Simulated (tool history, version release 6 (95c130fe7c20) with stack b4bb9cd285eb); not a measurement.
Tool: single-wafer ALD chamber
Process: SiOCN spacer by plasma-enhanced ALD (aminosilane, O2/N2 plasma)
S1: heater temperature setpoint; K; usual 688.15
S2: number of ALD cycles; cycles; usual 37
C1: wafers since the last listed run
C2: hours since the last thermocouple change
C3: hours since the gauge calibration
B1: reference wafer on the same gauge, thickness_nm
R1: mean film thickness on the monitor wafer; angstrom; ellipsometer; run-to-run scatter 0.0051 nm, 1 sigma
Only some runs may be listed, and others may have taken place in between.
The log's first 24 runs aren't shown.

run,hour,S1,S2,C1,C2,C3,B1,R1
25,1872.6,688.15,31,269,1025.4,1097.2,1.941,15.35
26,1953.9,682.15,40,393,1106.7,1178.5,1.94,20.14
27,2030.6,688.15,37,370,1183.4,1255.2,1.94,18.25
28,2130.7,673.15,37,483,1283.5,1355.3,1.94,19.15
29,2184.3,677.15,39,259,1337.1,1408.9,1.941,19.89
30,2261.6,679.15,32,373,1414.4,1486.2,1.939,16.19
31,2360.1,700.15,32,476,1512.9,1584.7,1.939,15.07
32,2402.4,693.15,30,204,1555.2,1627,1.941,14.49
33,2479.9,696.15,40,374,1632.7,1704.5,1.941,19.1
34,2526.5,699.15,37,225,1679.3,1751.1,1.94,17.4

What if the next run were any one of these 4? Each begins from the tool's condition after run 34:
A,2527,688.15,34,2,1679.8,1751.6,?,?
B,2527,688.15,42,2,1679.8,1751.6,?,?
C,2527,675.15,30,2,1679.8,1751.6,?,?
D,2527,688.15,30,2,1679.8,1751.6,?,?

run,B1,R1
A,1.941,16.76
B,1.941,20.7
C,1.941,15.48
D,1.941,14.79
Take away the tool's hidden state, keep each run's random variation, and the runs would have read:
run,R1
A,17.03
B,21.03
C,15.72
D,15.02
